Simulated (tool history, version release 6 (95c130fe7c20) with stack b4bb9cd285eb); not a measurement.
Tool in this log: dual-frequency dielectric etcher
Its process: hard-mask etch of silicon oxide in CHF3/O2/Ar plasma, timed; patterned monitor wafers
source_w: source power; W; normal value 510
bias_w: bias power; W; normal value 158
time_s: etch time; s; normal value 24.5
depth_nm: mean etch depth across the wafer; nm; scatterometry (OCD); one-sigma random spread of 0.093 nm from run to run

run   hour  source_w  bias_w  time_s  wafers since the last listed run  hours since the last wet clean  hours since the last source power generator calibration  hours since the last bias power generator calibration  hours since the last upper electrode change  hours since the gauge calibration  read-back reference wafer on the same gauge, depth_nm  depth_nm
  1    0.0       510     158    24.5                                 0                           331.6                                                   2817.9                                                 1368.3                                       1432.7                              376.3                                                  43.82     41.72
  2   15.9       450     158    24.5                               311                           347.5                                                   2833.8                                                 1384.2                                       1448.6                              392.2                                                  43.82     40.36
  3   49.9       450     158    24.5                               666                           381.5                                                   2867.8                                                 1418.2                                       1482.6                              426.2                                                  43.81     40.21
  4   70.0       510     158    24.5                               393                           401.6                                                   2887.9                                                 1438.3                                       1502.7                              446.3                                                  43.83     41.86
      74.9  -- source power generator calibrated
  5   94.6       510     158    24.5                               403                           426.2                                                     19.7                                                 1462.9                                       1527.3                              470.9                                                  43.85     41.65
  6  113.3       510     158    24.5                               366                           444.9                                                     38.4                                                 1481.6                                       1546.0                              489.6                                                  43.85     41.98
  7  130.1       510     158    24.5                               329                           461.7                                                     55.2                                                 1498.4                                       1562.8                              506.4                                                  43.85     41.93
     137.9  -- bias power generator calibrated
  8  145.4       510     158    24.5                               221                           477.0                                                     70.5                                                    7.5                                       1578.1                              521.7                                                  43.86     41.82
  9  175.7       460     127    21.5                               593                           507.3                                                    100.8                                                   37.8                                       1608.4                              552.0                                                  43.84     33.53
 10  201.4       510     158    24.5                               503                           533.0                                                    126.5                                                   63.5                                       1634.1                              577.7                                                  43.84     41.77
 11  230.1       510     158    24.5                               562                           561.7                                                    155.2                                                   92.2                                       1662.8                              606.4                                                  43.84     41.84
 12  264.2       510     158    24.5                               668                           595.8                                                    189.3                                                  126.3                                       1696.9                              640.5                                                  43.86     42.01
     297.8  -- gauge calibrated
     303.5  -- wet clean of the chamber
 13  304.0       510     158    24.5                               309                             0.5                                                    229.1                                                  166.1                                       1736.7                                6.2                                                  43.37     41.35
 14  322.5       510     158    24.5                               362                            19.0                                                    247.6                                                  184.6                                       1755.2                               24.7                                                  43.38     41.59
 15  338.0       510     135    30.5                               303                            34.5                                                    263.1                                                  200.1                                       1770.7                               40.2                                                  43.45     49.39
 16  373.3       450     119    21.5                               691                            69.8                                                    298.4                                                  235.4                                       1806.0                               75.5                                                  43.48     32.49
 17  401.0       610     129    24.5                               542                            97.5                                                    326.1                                                  263.1                                       1833.7                              103.2                                                  43.48     41.63
 18  413.2       450     158    24.5                               239                           109.7                                                    338.3                                                  275.3                                       1845.9                              115.4                                                  43.50     39.90
     454.6  -- upper electrode replaced
 19  455.1       480     133    24.5                               350                           151.6                                                    380.2                                                  317.2                                          0.5                              157.3                                                  43.58     38.81
 20  467.5       630     134    19.5                               242                           164.0                                                    392.6                                                  329.6                                         12.9                              169.7                                                  43.59     33.87
 21  491.4       410     134    28.0                               468                           187.9                                                    416.5                                                  353.5                                         36.8                              193.6                                                  43.61     42.67
 22  505.5       510     179    22.5                               276                           202.0                                                    430.6                                                  367.6                                         50.9                              207.7                                                  43.58     39.59
 23  531.6       390     179    24.5                               511                           228.1                                                    456.7                                                  393.7                                         77.0                              233.8                                                  43.66     39.83
 24  564.1       400     158    24.5                               636                           260.6                                                    489.2                                                  426.2                                        109.5                              266.3                                                  43.67     38.69
 25  586.2       640     158    24.5                               433                           282.7                                                    511.3                                                  448.3                                        131.6                              288.4                                                  43.71     44.73
 26  605.7       430     145    19.5                               382                           302.2                                                    530.8                                                  467.8                                        151.1                              307.9                                                  43.68     30.83
 27  627.2       410     125    24.5                               421                           323.7                                                    552.3                                                  489.3                                        172.6                              329.4                                                  43.69     36.77
 28  641.6       620     179    27.5                               282                           338.1                                                    566.7                                                  503.7                                        187.0                              343.8                                                  43.71     51.45
 29  677.1       610     186    19.5                               695                           373.6                                                    602.2                                                  539.2                                        222.5                              379.3                                                  43.74     36.57

5 options for the next run, each taken on its own from the tool as it stands now. Forecast them:
  A  677.5       510     128    24.5                                 7                           374.0                                                    602.6                                                  539.6                                        222.9                              379.7                                                      ?         ?
  B  677.5       580     146    32.0                                 7                           374.0                                                    602.6                                                  539.6                                        222.9                              379.7                                                      ?         ?
  C  677.5       400     187    24.5                                 7                           374.0                                                    602.6                                                  539.6                                        222.9                              379.7                                                      ?         ?
  D  677.5       620     194    18.0                                 7                           374.0                                                    602.6                                                  539.6                                        222.9                              379.7                                                      ?         ?
  E  677.5       510     140    17.0                                 7                           374.0                                                    602.6                                                  539.6                                        222.9                              379.7                                                      ?         ?

run  read-back reference wafer on the same gauge, depth_nm  depth_nm
  A                                                  43.71     39.43
  B                                                  43.71     55.44
  C                                                  43.71     40.72
  D                                                  43.71     34.45
  E                                                  43.71     28.00
Without the tool's unlogged condition, the same runs would have read:
run  depth_nm
  A     39.05
  B     54.90
  C     40.32
  D     34.11
  E     27.73
